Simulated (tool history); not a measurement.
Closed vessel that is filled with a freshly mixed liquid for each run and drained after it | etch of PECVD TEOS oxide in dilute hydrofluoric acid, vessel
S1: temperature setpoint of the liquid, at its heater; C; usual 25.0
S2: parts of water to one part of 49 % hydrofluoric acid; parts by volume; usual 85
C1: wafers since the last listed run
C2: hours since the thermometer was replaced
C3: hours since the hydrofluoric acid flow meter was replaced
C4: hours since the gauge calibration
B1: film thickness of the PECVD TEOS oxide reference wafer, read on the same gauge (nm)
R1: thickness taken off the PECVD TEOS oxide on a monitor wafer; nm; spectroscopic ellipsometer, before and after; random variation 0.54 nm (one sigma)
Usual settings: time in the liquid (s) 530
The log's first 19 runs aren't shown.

Run 20, hour 461.7: usual settings; C1 2270; C2 408.7; C3 335.0; C4 929.7; B1 49.98. Result: R1 57.62 nm.
Run 21, hour 488.2: usual settings but S1 22.0 C, S2 60 parts by volume, time in the liquid (s) 795; C1 2005; C2 435.2; C3 361.5; C4 956.2; B1 50.00. Result: R1 111.29 nm.
Run 22, hour 501.3: usual settings but S2 110 parts by volume, time in the liquid (s) 775; C1 991; C2 448.3; C3 374.6; C4 969.3; B1 49.97. Result: R1 63.58 nm.
Run 23, hour 525.9: usual settings but time in the liquid (s) 795; C1 1861; C2 472.9; C3 399.2; C4 993.9; B1 50.04. Result: R1 88.04 nm.
At hour 547.2: gauge calibrated.
Run 24, hour 559.4: usual settings but S1 23.5 C, S2 65 parts by volume, time in the liquid (s) 700; C1 2534; C2 506.4; C3 432.7; C4 12.2; B1 49.99. Result: R1 97.16 nm.
Run 25, hour 582.1: usual settings but S1 29.5 C, S2 120 parts by volume; C1 1717; C2 529.1; C3 455.4; C4 34.9; B1 50.03. Result: R1 47.28 nm.
Run 26, hour 596.2: usual settings but S1 22.0 C; C1 1066; C2 543.2; C3 469.5; C4 49.0; B1 50.01. Result: R1 51.63 nm.
Run 27, hour 620.5: usual settings; C1 1838; C2 567.5; C3 493.8; C4 73.3; B1 50.02. Result: R1 58.46 nm.
Run 28, hour 632.9: usual settings but S1 29.5 C, S2 100 parts by volume; C1 938; C2 579.9; C3 506.2; C4 85.7; B1 50.00. Result: R1 56.83 nm.
Run 29, hour 665.2: usual settings but S1 29.5 C, S2 115 parts by volume; C1 2444; C2 612.2; C3 538.5; C4 118.0; B1 50.01. Result: R1 48.16 nm.
Run 30, hour 700.4: usual settings but S1 26.5 C, S2 110 parts by volume; C1 2663; C2 647.4; C3 573.7; C4 153.2; B1 50.04. Result: R1 46.03 nm.
At hour 733.8: hydrofluoric acid flow meter replaced.
Run 31, hour 736.3: usual settings but S1 23.5 C; C1 2640; C2 683.3; C3 2.5; C4 189.1; B1 50.03. Result: R1 54.67 nm.
Run 32, hour 750.2: usual settings but S1 23.5 C, S2 110 parts by volume, time in the liquid (s) 295; C1 1051; C2 697.2; C3 16.4; C4 203.0; B1 49.93. Result: R1 22.73 nm.
Run 33, hour 777.2: usual settings; C1 2043; C2 724.2; C3 43.4; C4 230.0; B1 49.94. Result: R1 57.64 nm.
Run 34, hour 803.7: usual settings; C1 2005; C2 750.7; C3 69.9; C4 256.5; B1 49.99. Result: R1 59.34 nm.

3 ways to go on from here, each from the tool as it stands after run 34. What would each give?
Run A, hour 804.5: usual settings; C1 60; C2 751.5; C3 70.7; C4 257.3; B1 ?. Result: R1 ?.
Run B, hour 804.5: usual settings but S1 29.5 C; C1 60; C2 751.5; C3 70.7; C4 257.3; B1 ?. Result: R1 ?.
Run C, hour 804.5: usual settings but S1 27.0 C, S2 55 parts by volume, time in the liquid (s) 725; C1 60; C2 751.5; C3 70.7; C4 257.3; B1 ?. Result: R1 ?.

run     B1      R1
  A  49.96   57.59
  B  49.96   68.62
  C  49.96  137.31
Without the tool's hidden state the same runs would have given:
run      R1
  A   57.59
  B   68.62
  C  137.31

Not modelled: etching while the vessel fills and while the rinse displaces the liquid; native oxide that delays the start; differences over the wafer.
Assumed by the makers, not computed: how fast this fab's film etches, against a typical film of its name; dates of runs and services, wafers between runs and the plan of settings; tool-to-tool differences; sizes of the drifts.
